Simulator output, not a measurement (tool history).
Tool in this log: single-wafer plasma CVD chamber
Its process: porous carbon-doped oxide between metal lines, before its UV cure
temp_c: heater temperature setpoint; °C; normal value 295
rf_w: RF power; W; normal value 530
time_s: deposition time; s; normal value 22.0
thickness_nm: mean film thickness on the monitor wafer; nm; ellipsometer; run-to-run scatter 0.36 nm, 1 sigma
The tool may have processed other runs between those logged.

run    hour  temp_c  rf_w  time_s  wafers since the last listed run  hours since the last thermocouple change  hours since the last RF generator calibration  hours since the showerhead was replaced  hours since the gauge calibration  read-back reference wafer on the same gauge, thickness_nm  thickness_nm
  1     0.0     295   530    22.0                                 0                                    1031.6                                          439.7                                   2154.2                              703.1                                                    120.925       137.442
  2    62.9     295   530    22.0                               863                                    1094.5                                          502.6                                   2217.1                              766.0                                                    121.011       138.712
  3    99.3     295   530    22.0                               499                                    1130.9                                          539.0                                   2253.5                              802.4                                                    120.986       138.387
  4   162.6     295   530    22.0                               869                                    1194.2                                          602.3                                   2316.8                              865.7                                                    120.932       138.292
  5   331.4     295   460    22.0                              2317                                    1363.0                                          771.1                                   2485.6                             1034.5                                                    120.951       119.012
  6   355.9     295   460    22.0                               336                                    1387.5                                          795.6                                   2510.1                             1059.0                                                    120.989       118.741
  7   383.4     289   530    22.0                               377                                    1415.0                                          823.1                                   2537.6                             1086.5                                                    121.101       144.102
  8   447.5     289   530    22.0                               880                                    1479.1                                          887.2                                   2601.7                             1150.6                                                    121.080       144.409
  9   485.8     295   530    22.0                               525                                    1517.4                                          925.5                                   2640.0                             1188.9                                                    121.099       138.450
 10   523.1     295   530    22.0                               512                                    1554.7                                          962.8                                   2677.3                             1226.2                                                    120.932       137.645
      549.0  -- showerhead replaced
 11   554.5     295   530    22.0                               321                                    1586.1                                          994.2                                      5.5                             1257.6                                                    121.042       138.303
      587.2  -- RF generator calibrated
 12   624.9     295   530    22.0                               856                                    1656.5                                           37.7                                     75.9                             1328.0                                                    121.053       138.735
 13   684.8     295   530    23.6                               822                                    1716.4                                           97.6                                    135.8                             1387.9                                                    120.983       148.198
 14   721.4     295   530    22.0                               502                                    1753.0                                          134.2                                    172.4                             1424.5                                                    121.018       137.675
 15   789.6     295   530    22.0                               936                                    1821.2                                          202.4                                    240.6                             1492.7                                                    120.947       137.994
 16   852.0     295   495    25.9                               856                                    1883.6                                          264.8                                    303.0                             1555.1                                                    121.034       151.508
      885.6  -- thermocouple changed; heater temperature recalibrated
 17   886.7     295   495    25.9                               366                                       1.1                                          299.5                                    337.7                             1589.8                                                    120.963       151.709
 18   914.9     302   530    24.4                               387                                      29.3                                          327.7                                    365.9                             1618.0                                                    120.817       145.583
      915.7  -- gauge calibrated
 19   981.4     295   635    26.1                               913                                      95.8                                          394.2                                    432.4                               65.7                                                    120.938       193.528
 20  1025.6     309   480    18.3                               606                                     140.0                                          438.4                                    476.6                              109.9                                                    121.060        95.823
 21  1091.4     307   585    22.0                               903                                     205.8                                          504.2                                    542.4                              175.7                                                    120.998       140.034
 22  1271.1     295   530    22.0                              2467                                     385.5                                          683.9                                    722.1                              355.4                                                    121.031       138.588
 23  1326.5     295   530    22.0                               760                                     440.9                                          739.3                                    777.5                              410.8                                                    121.049       138.155
 24  1362.3     310   425    19.2                               491                                     476.7                                          775.1                                    813.3                              446.6                                                    120.965        85.993
 25  1396.1     295   530    22.0                               464                                     510.5                                          808.9                                    847.1                              480.4                                                    120.969       137.884
 26  1457.6     305   530    22.0                               844                                     572.0                                          870.4                                    908.6                              541.9                                                    121.109       129.288
 27  1504.5     299   530    19.8                               644                                     618.9                                          917.3                                    955.5                              588.8                                                    121.054       121.255
 28  1545.1     289   530    22.0                               557                                     659.5                                          957.9                                    996.1                              629.4                                                    120.839       143.859
 29  1579.6     284   530    25.1                               473                                     694.0                                          992.4                                   1030.6                              663.9                                                    120.963       169.849
 30  1633.2     303   455    22.0                               736                                     747.6                                         1046.0                                   1084.2                              717.5                                                    120.929       111.360
     1643.6  -- RF generator calibrated
 31  1691.9     284   530    26.2                               696                                     806.3                                           48.3                                   1142.9                              776.2                                                    120.954       177.300
 32  1734.2     302   600    26.1                               580                                     848.6                                           90.6                                   1185.2                              818.5                                                    120.839       175.357
 33  1794.8     288   595    22.0                               832                                     909.2                                          151.2                                   1245.8                              879.1                                                    121.006       160.641

What if the next run were any one of these 5? Each begins from the tool's condition after run 33:
  A  1795.2     295   530    19.6                                 5                                     909.6                                          151.6                                   1246.2                              879.5                                                          ?             ?
  B  1795.2     295   495    26.3                                 5                                     909.6                                          151.6                                   1246.2                              879.5                                                          ?             ?
  C  1795.2     305   630    25.6                                 5                                     909.6                                          151.6                                   1246.2                              879.5                                                          ?             ?
  D  1795.2     295   530    17.8                                 5                                     909.6                                          151.6                                   1246.2                              879.5                                                          ?             ?
  E  1795.2     306   445    24.7                                 5                                     909.6                                          151.6                                   1246.2                              879.5                                                          ?             ?

run  read-back reference wafer on the same gauge, thickness_nm  thickness_nm
  A                                                    121.042       123.608
  B                                                    121.042       153.461
  C                                                    121.042       175.740
  D                                                    121.042       112.639
  E                                                    121.042       118.975
Without the tool's unlogged condition, the same runs would have read:
run  thickness_nm
  A       123.608
  B       153.461
  C       175.740
  D       112.639
  E       118.975
